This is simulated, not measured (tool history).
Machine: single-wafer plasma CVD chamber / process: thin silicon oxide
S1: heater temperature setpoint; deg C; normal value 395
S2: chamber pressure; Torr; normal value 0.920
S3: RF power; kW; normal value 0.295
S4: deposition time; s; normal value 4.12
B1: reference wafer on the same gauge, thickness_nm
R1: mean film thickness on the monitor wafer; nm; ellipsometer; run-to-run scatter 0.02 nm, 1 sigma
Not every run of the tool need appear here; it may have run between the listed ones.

run     day   S1     S2     S3    S4     B1     R1
  1   0.000  395  0.920  0.265  4.12  6.212  6.616
  2   0.733  395  0.920  0.265  4.12  6.215  6.638
  3   1.221  395  0.920  0.295  4.73  6.215  8.010
  4   2.254  395  0.920  0.295  4.73  6.211  7.956
  5   3.083  404  0.920  0.295  4.12  6.207  6.858
  6   3.471  404  0.920  0.295  4.12  6.215  6.845
      3.708  -- gauge calibrated
  7   3.954  404  0.920  0.295  4.12  6.213  6.865
  8   4.542  395  0.920  0.295  4.12  6.213  6.865
  9   4.825  395  0.920  0.295  4.12  6.206  6.867
 10   5.104  395  0.920  0.295  4.12  6.212  6.863
 11   5.417  383  0.920  0.295  4.66  6.211  7.801
 12   5.750  383  0.920  0.295  4.66  6.204  7.790
      6.358  -- showerhead replaced
 13   6.379  395  0.920  0.295  4.12  6.206  6.839
 14   6.550  395  0.920  0.295  4.12  6.210  6.817
 15   8.642  408  1.143  0.295  3.32  6.208  6.568
      9.392  -- thermocouple changed; heater temperature recalibrated
 16   9.412  410  0.920  0.295  4.12  6.209  6.735
      9.929  -- RF generator calibrated
     10.125  -- capacitance manometer re-zeroed and calibrated
 17  10.146  395  0.762  0.350  3.58  6.210  5.938
 18  10.458  402  0.797  0.270  3.43  6.210  5.341
 19  10.954  395  0.920  0.295  4.12  6.210  7.774
 20  11.667  395  0.920  0.295  4.12  6.210  7.744
 21  12.350  387  0.759  0.325  4.65  6.203  7.495
 22  12.725  404  0.920  0.295  4.56  6.204  8.548
 23  13.304  399  0.833  0.295  4.12  6.205  7.045
 24  13.850  409  0.920  0.295  4.12  6.212  7.727
 25  15.567  395  0.920  0.295  4.12  6.210  7.774
 26  15.950  387  0.837  0.315  4.71  6.219  8.372

Predict the results of run 27:
 27  16.250  405  0.726  0.320  3.84   ?   ?

{"run 27": {"B1": 6.212, "R1": 5.732}}
Take away the tool's hidden state, keep the run-to-run variation as it was, and the same run would have given R1 5.646 nm.

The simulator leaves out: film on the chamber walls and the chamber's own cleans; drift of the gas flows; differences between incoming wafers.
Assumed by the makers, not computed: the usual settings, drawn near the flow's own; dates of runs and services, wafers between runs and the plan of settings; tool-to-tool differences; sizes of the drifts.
